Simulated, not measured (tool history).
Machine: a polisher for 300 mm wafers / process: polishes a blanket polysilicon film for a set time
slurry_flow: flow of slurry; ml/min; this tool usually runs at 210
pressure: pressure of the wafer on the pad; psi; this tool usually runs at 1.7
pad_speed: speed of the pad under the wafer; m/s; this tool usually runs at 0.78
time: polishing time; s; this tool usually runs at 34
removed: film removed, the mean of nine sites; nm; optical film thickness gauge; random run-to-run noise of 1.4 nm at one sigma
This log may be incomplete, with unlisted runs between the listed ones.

| run | hour | slurry_flow | pressure | pad_speed | time | incoming thickness of the incoming film, nm | removed |
|---|---|---|---|---|---|---|---|
| 1 | 0 | 210 | 1.7 | 1 | 31 | 2229.9 | 127.7 |
|  | 11.4 | worn pad replaced by a new one |
| 2 | 11.9 | 210 | 1.7 | 1 | 34 | 2296.9 | 142.8 |
| 3 | 59.7 | 210 | 1.7 | 1 | 34 | 2234 | 137.9 |
| 4 | 100.9 | 210 | 2.1 | 0.86 | 34 | 2299.2 | 133.6 |
| 5 | 111.9 | 210 | 2.1 | 0.86 | 34 | 2265.8 | 134.6 |
|  | 116.2 | worn pad replaced by a new one |
| 6 | 124.3 | 210 | 1.7 | 0.78 | 34 | 2263.1 | 108 |
| 7 | 142.1 | 245 | 1.7 | 0.78 | 34 | 2243.5 | 112 |
| 8 | 158.2 | 245 | 1.7 | 0.78 | 34 | 2288.5 | 111.5 |
| 9 | 171 | 245 | 1.7 | 0.78 | 34 | 2273.5 | 111.8 |
| 10 | 182.1 | 210 | 1.7 | 0.78 | 26 | 2296 | 83.2 |
| 11 | 190.8 | 210 | 1.7 | 0.78 | 26 | 2285.2 | 83.6 |
|  | 192.7 | slurry nozzle cleaned |
| 12 | 206 | 210 | 1.7 | 0.78 | 26 | 2288.3 | 83.8 |
|  | 216.2 | worn pad replaced by a new one |
| 13 | 216.7 | 210 | 1.7 | 0.68 | 34 | 2257 | 95.4 |
| 14 | 225.4 | 210 | 1.7 | 0.68 | 34 | 2286.2 | 93.5 |
| 15 | 234.4 | 210 | 1.7 | 0.68 | 34 | 2232 | 93.7 |
| 16 | 249 | 210 | 1.7 | 0.78 | 34 | 2246.8 | 110.8 |
| 17 | 259.9 | 210 | 1.7 | 0.78 | 34 | 2290.9 | 109.6 |
| 18 | 282.1 | 210 | 1.7 | 0.96 | 26 | 2298.4 | 104.6 |
| 19 | 293.7 | 210 | 1.7 | 0.78 | 34 | 2318.6 | 111.4 |
| 20 | 302 | 210 | 1.3 | 0.78 | 34 | 2284 | 94.3 |
| 21 | 317.5 | 135 | 2.1 | 1 | 41 | 2284.1 | 176.6 |
|  | 326.8 | worn pad replaced by a new one |
| 22 | 352.2 | 210 | 1.7 | 0.78 | 34 | 2284.1 | 109.8 |
|  | 359.8 | head pressure recalibrated |
| 23 | 368.1 | 210 | 1.7 | 0.78 | 34 | 2285.7 | 110.5 |
| 24 | 379 | 170 | 1.4 | 0.92 | 41 | 2248.9 | 134.3 |
| 25 | 385.2 | 140 | 1.7 | 0.78 | 34 | 2265.9 | 101.3 |
| 26 | 399.9 | 175 | 1.7 | 0.68 | 34 | 2304.2 | 92.1 |
| 27 | 410.6 | 210 | 1.7 | 0.78 | 46 | 2294.2 | 149.3 |
| 28 | 424.6 | 280 | 1.3 | 0.9 | 27 | 2260.2 | 86.7 |
| 29 | 433.5 | 210 | 1.7 | 0.86 | 41 | 2289.1 | 146.3 |
|  | 447.5 | worn pad replaced by a new one |
| 30 | 448 | 210 | 2 | 0.78 | 34 | 2278.3 | 122.4 |
| 31 | 462.8 | 210 | 1.7 | 0.54 | 34 | 2273.2 | 76.7 |
| 32 | 477.9 | 210 | 2.1 | 0.86 | 34 | 2288.9 | 138.6 |
| 33 | 489.5 | 210 | 1.7 | 0.78 | 23 | 2250.4 | 75 |
| 34 | 496.5 | 270 | 1.7 | 0.78 | 34 | 2311.6 | 111.8 |
| 35 | 512.3 | 210 | 1.7 | 0.62 | 34 | 2265.1 | 87.5 |

Here are 4 independent what-if runs from the current tool condition. What would each one return?
| A | 512.7 | 230 | 1.7 | 0.78 | 34 | 2257 | ? |
| B | 512.7 | 250 | 1.7 | 0.78 | 28 | 2257 | ? |
| C | 512.7 | 210 | 1.7 | 0.66 | 34 | 2257 | ? |
| D | 512.7 | 255 | 1.7 | 0.78 | 34 | 2257 | ? |

| run | removed |
|---|---|
| A | 109.3 |
| B | 90.9 |
| C | 91.4 |
| D | 110.6 |
The same runs, with their run-to-run variation unchanged, on a tool lacking any hidden condition would have given:
| run | removed |
|---|---|
| A | 109.3 |
| B | 90.9 |
| C | 91.4 |
| D | 110.6 |
